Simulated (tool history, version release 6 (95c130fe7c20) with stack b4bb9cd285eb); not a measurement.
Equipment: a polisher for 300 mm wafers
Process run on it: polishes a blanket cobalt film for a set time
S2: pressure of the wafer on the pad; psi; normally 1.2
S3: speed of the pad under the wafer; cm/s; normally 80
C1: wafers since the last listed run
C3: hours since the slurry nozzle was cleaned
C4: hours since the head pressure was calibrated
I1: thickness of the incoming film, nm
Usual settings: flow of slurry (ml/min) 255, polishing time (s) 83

Run 1, hour 0.0: usual settings but flow of slurry (ml/min) 295, polishing time (s) 101; C1 0; wafers polished on this pad 600; C3 359.2; C4 343.0; I1 1593.5. Result: film removed (nm) 242.6.
Run 2, hour 18.5: usual settings but flow of slurry (ml/min) 295, polishing time (s) 101; C1 128; wafers polished on this pad 728; C3 377.7; C4 361.5; I1 1558.4. Result: film removed (nm) 240.4.
Run 3, hour 51.1: usual settings but S2 1.3 psi; C1 226; wafers polished on this pad 954; C3 410.3; C4 394.1; I1 1580.3. Result: film removed (nm) 209.9.
Run 4, hour 78.4: usual settings but S2 1.3 psi; C1 189; wafers polished on this pad 1144; C3 437.6; C4 421.4; I1 1580.7. Result: film removed (nm) 209.6.
Run 5, hour 101.1: usual settings but S2 1.3 psi; C1 157; wafers polished on this pad 1301; C3 460.3; C4 444.1; I1 1560.5. Result: film removed (nm) 208.3.
At hour 118.9: worn pad replaced by a new one.
Run 6, hour 128.0: usual settings but polishing time (s) 63; C1 158; wafers polished on this pad 63; C3 487.2; C4 471.0; I1 1568.9. Result: film removed (nm) 145.6.
Run 7, hour 198.3: usual settings but polishing time (s) 63; C1 487; wafers polished on this pad 551; C3 557.5; C4 541.3; I1 1581.6. Result: film removed (nm) 147.1.
Run 8, hour 213.2: usual settings but S2 1.5 psi; C1 103; wafers polished on this pad 654; C3 572.4; C4 556.2; I1 1539.8. Result: film removed (nm) 245.0.
Run 9, hour 240.9: usual settings but S2 1.5 psi; C1 192; wafers polished on this pad 846; C3 600.1; C4 583.9; I1 1570.0. Result: film removed (nm) 240.5.
Run 10, hour 274.8: usual settings but S2 1.5 psi; C1 235; wafers polished on this pad 1082; C3 634.0; C4 617.8; I1 1582.3. Result: film removed (nm) 241.9.
At hour 313.8: worn pad replaced by a new one.
Run 11, hour 314.4: usual settings but S3 62 cm/s, polishing time (s) 91; C1 247; wafers polished on this pad 4; C3 673.6; C4 657.4; I1 1591.5. Result: film removed (nm) 164.7.
Run 12, hour 344.9: usual settings but S2 1.1 psi; C1 211; wafers polished on this pad 215; C3 704.1; C4 687.9; I1 1554.2. Result: film removed (nm) 176.8.
Run 13, hour 371.2: usual settings but S2 1.1 psi; C1 182; wafers polished on this pad 398; C3 730.4; C4 714.2; I1 1586.7. Result: film removed (nm) 176.1.
At hour 400.1: slurry nozzle cleaned.
Run 14, hour 401.9: usual settings but S2 1.1 psi; C1 206; wafers polished on this pad 604; C3 1.8; C4 744.9; I1 1581.3. Result: film removed (nm) 184.4.
Run 15, hour 434.6: usual settings but S3 100 cm/s; C1 226; wafers polished on this pad 831; C3 34.5; C4 777.6; I1 1578.5. Result: film removed (nm) 248.9.
Run 16, hour 460.2: usual settings but S3 100 cm/s; C1 177; wafers polished on this pad 1008; C3 60.1; C4 803.2; I1 1581.9. Result: film removed (nm) 252.3.
Run 17, hour 475.0: usual settings but S3 100 cm/s; C1 102; wafers polished on this pad 1111; C3 74.9; C4 818.0; I1 1554.4. Result: film removed (nm) 248.6.
At hour 488.3: head pressure recalibrated.
At hour 511.6: worn pad replaced by a new one.
Run 18, hour 512.1: usual settings; C1 215; wafers polished on this pad 3; C3 112.0; C4 23.8; I1 1576.7. Result: film removed (nm) 199.3.
Run 19, hour 535.7: usual settings but S3 106 cm/s, polishing time (s) 107; C1 163; wafers polished on this pad 167; C3 135.6; C4 47.4; I1 1599.1. Result: film removed (nm) 339.4.
Run 20, hour 571.2: usual settings but polishing time (s) 72; C1 246; wafers polished on this pad 413; C3 171.1; C4 82.9; I1 1568.7. Result: film removed (nm) 170.6.
Run 21, hour 603.4: usual settings but flow of slurry (ml/min) 220, S2 0.9 psi, S3 68 cm/s, polishing time (s) 74; C1 223; wafers polished on this pad 637; C3 203.3; C4 115.1; I1 1560.0. Result: film removed (nm) 108.0.
Run 22, hour 639.2: usual settings but flow of slurry (ml/min) 330, polishing time (s) 101; C1 248; wafers polished on this pad 885; C3 239.1; C4 150.9; I1 1566.5. Result: film removed (nm) 248.7.
Run 23, hour 662.0: usual settings; C1 158; wafers polished on this pad 1043; C3 261.9; C4 173.7; I1 1600.5. Result: film removed (nm) 197.2.
Run 24, hour 688.0: usual settings; C1 180; wafers polished on this pad 1224; C3 287.9; C4 199.7; I1 1580.1. Result: film removed (nm) 196.4.
Run 25, hour 703.5: usual settings but flow of slurry (ml/min) 220, S2 1.5 psi; C1 107; wafers polished on this pad 1331; C3 303.4; C4 215.2; I1 1539.5. Result: film removed (nm) 238.7.
At hour 729.8: worn pad replaced by a new one.
Run 26, hour 730.3: usual settings but polishing time (s) 72; C1 158; wafers polished on this pad 3; C3 330.2; C4 242.0; I1 1592.9. Result: film removed (nm) 170.4.
Run 27, hour 757.8: usual settings; C1 190; wafers polished on this pad 194; C3 357.7; C4 269.5; I1 1537.8. Result: film removed (nm) 196.8.
Run 28, hour 789.4: usual settings; C1 219; wafers polished on this pad 413; C3 389.3; C4 301.1; I1 1562.6. Result: film removed (nm) 197.7.
Run 29, hour 822.0: usual settings but flow of slurry (ml/min) 300, S2 1.6 psi; C1 226; wafers polished on this pad 639; C3 421.9; C4 333.7; I1 1557.3. Result: film removed (nm) 263.1.
Run 30, hour 840.2: usual settings but flow of slurry (ml/min) 325, S2 1.5 psi, S3 56 cm/s, polishing time (s) 102; C1 126; wafers polished on this pad 766; C3 440.1; C4 351.9; I1 1568.5. Result: film removed (nm) 218.1.
Run 31, hour 858.4: usual settings but flow of slurry (ml/min) 205, S3 108 cm/s, polishing time (s) 106; C1 126; wafers polished on this pad 892; C3 458.3; C4 370.1; I1 1577.0. Result: film removed (nm) 327.0.
Run 32, hour 878.5: usual settings but flow of slurry (ml/min) 170, S3 56 cm/s, polishing time (s) 72; C1 139; wafers polished on this pad 1032; C3 478.4; C4 390.2; I1 1572.2. Result: film removed (nm) 109.7.
Run 33, hour 908.6: usual settings but flow of slurry (ml/min) 220, S2 0.9 psi, S3 54 cm/s; C1 208; wafers polished on this pad 1240; C3 508.5; C4 420.3; I1 1586.1. Result: film removed (nm) 94.8.
At hour 933.3: worn pad replaced by a new one.
Run 34, hour 942.1: usual settings but flow of slurry (ml/min) 170, S2 1.4 psi, S3 60 cm/s, polishing time (s) 91; C1 204; wafers polished on this pad 61; C3 542.0; C4 453.8; I1 1552.2. Result: film removed (nm) 173.6.
Run 35, hour 972.6: usual settings; C1 211; wafers polished on this pad 272; C3 572.5; C4 484.3; I1 1560.9. Result: film removed (nm) 192.9.

Consider 4 possible next runs. They are alternatives, not a sequence: every one starts from the tool as it was left by run 35. What does each give?
Run A, hour 973.1: usual settings but flow of slurry (ml/min) 330; C1 3; wafers polished on this pad 276; C3 573.0; C4 484.8; I1 1599.2. Result: film removed (nm) ?.
Run B, hour 973.1: usual settings but flow of slurry (ml/min) 220, S2 1.0 psi, S3 54 cm/s, polishing time (s) 105; C1 3; wafers polished on this pad 276; C3 573.0; C4 484.8; I1 1599.2. Result: film removed (nm) ?.
Run C, hour 973.1: usual settings but flow of slurry (ml/min) 330, S3 102 cm/s, polishing time (s) 93; C1 3; wafers polished on this pad 276; C3 573.0; C4 484.8; I1 1599.2. Result: film removed (nm) ?.
Run D, hour 973.1: usual settings but flow of slurry (ml/min) 310; C1 3; wafers polished on this pad 276; C3 573.0; C4 484.8; I1 1599.2. Result: film removed (nm) ?.

run  film removed (nm)
  A              202.0
  B              135.7
  C              288.5
  D              200.5
With the hidden condition removed and each run's random variation left untouched, the same runs would have given:
run  film removed (nm)
  A              207.0
  B              140.9
  C              295.7
  D              205.8
